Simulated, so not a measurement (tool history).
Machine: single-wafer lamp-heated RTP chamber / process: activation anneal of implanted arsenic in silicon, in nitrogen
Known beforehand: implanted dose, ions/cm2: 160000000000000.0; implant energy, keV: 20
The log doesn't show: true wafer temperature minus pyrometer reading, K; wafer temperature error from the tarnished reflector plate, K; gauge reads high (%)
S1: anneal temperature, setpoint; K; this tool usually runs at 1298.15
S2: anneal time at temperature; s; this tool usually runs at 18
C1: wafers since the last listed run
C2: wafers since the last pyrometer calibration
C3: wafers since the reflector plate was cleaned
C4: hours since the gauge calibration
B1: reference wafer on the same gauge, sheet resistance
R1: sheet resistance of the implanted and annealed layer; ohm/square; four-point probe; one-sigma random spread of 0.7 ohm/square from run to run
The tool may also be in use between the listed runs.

run     day       S1  S2    C1    C2    C3     C4      B1      R1
  1       0  1298.15  18     0   887  1429  433.9  522.33  469.66
  2   0.612  1298.15  18   305  1192  1734  448.6  522.51  468.81
  3   1.767  1298.15  18   575  1768  2310  476.3  522.82  470.22
  4   2.996  1298.15  18   613  2381  2923  505.8  523.66  470.12
  5   4.242  1298.15  18   621  3002  3544  535.7  524.64  471.04
  6   5.304  1298.15  18   529  3532  4074  561.2  524.69  472.54
      6.471  -- pyrometer window cleaned and pyrometer calibrated
  7     6.7  1298.15  18   529   114  4604  594.7  525.84  472.28
  8   7.517  1298.15  18   407   522  5012  614.3  525.82  472.63
      8.142  -- reflector plate cleaned
  9   8.471  1298.15  18   309   831   163  637.2  526.63  472.57
 10   9.579  1298.15  18   552  1384   716  663.8  527.25  473.88
 11  10.946  1298.15  18   681  2066  1397  696.6  528.67  473.95
 12  12.112  1298.15  18   581  2648  1979  724.6  528.91  475.05
     12.275  -- gauge calibrated
 13  12.762  1298.15  26   324  2972  2303   11.7  517.22  462.08
 14  13.388  1298.15  26   311  3283  2615   26.7  517.18  462.31
      14.15  -- pyrometer window cleaned and pyrometer calibrated
 15  14.171  1298.15  18   224     9  2839   45.5  517.35  462.97
 16  15.083  1298.15  18   455   464  3295   67.4  517.71  463.47
 17  16.092  1298.15  25   502   967  3797   91.6  517.47  462.84
 18  17.471  1288.15  24   687  1655  4485  124.7   517.5  462.66
     18.421  -- reflector plate cleaned
 19    18.8  1309.15  26   496  2152   189  156.6  517.75  462.28
 20  20.096  1287.15  18   646  2798   835  187.7  517.92  466.96
 21    21.3  1285.15  21   600  3399  1435  216.6  518.45  465.44
 22  22.012  1307.15  10   355  3754  1791  233.7  518.22  467.78
     22.662  -- pyrometer window cleaned and pyrometer calibrated
 23  22.796  1298.15  18   224    66  2015  252.5  518.96  465.44
 24  23.733  1298.15  18   467   534  2483    275  518.77  466.34
 25  24.388  1298.15  18   326   860  2809  290.7  518.85  467.69
 26  25.821  1326.15  18   714  1575  3524  325.1  519.29  462.36
 27  26.379  1321.15  22   278  1854  3802  338.5  519.81  461.84
 28  27.742  1325.15   9   679  2533  4482  371.2  520.59  468.77
     30.246  -- reflector plate cleaned
     30.338  -- pyrometer window cleaned and pyrometer calibrated
 29  31.579  1313.15  28  1701   618   618  463.3  522.38  462.61
 30  32.204  1313.15  28   311   930   930  478.3   522.5   463.6
 31  32.783  1317.15  25   288  1219  1219  492.2   522.5  463.04
 32  37.279  1269.15   9  2242  3461  3461  600.1  525.02  476.23
     38.425  -- pyrometer window cleaned and pyrometer calibrated
 33  38.446  1286.15  18   415    11  3877  628.1  525.58  473.43
     38.546  -- gauge calibrated
 34  38.825  1298.15  18   189   200  4066    6.7   518.7  464.41
 35  39.338  1298.15  18   255   456  4322     19  518.09  465.65

5 ways to go on from here, each from the tool as it stands after run 35. What would each give?
  A  39.354  1298.15  18   8  464  4330  19.4   ?   ?
  B  39.354  1282.15  10   8  464  4330  19.4   ?   ?
  C  39.354  1317.15  11   8  464  4330  19.4   ?   ?
  D  39.354  1271.15  18   8  464  4330  19.4   ?   ?
  E  39.354  1268.15  22   8  464  4330  19.4   ?   ?

run      B1      R1
  A  517.94  464.75
  B  517.94   468.5
  C  517.94  465.21
  D  517.94  467.22
  E  517.94   466.7
Stripped of hidden state, with their random variation kept, the same runs would have yielded:
run      R1
  A  464.59
  B  468.34
  C  465.05
  D  467.06
  E  466.54
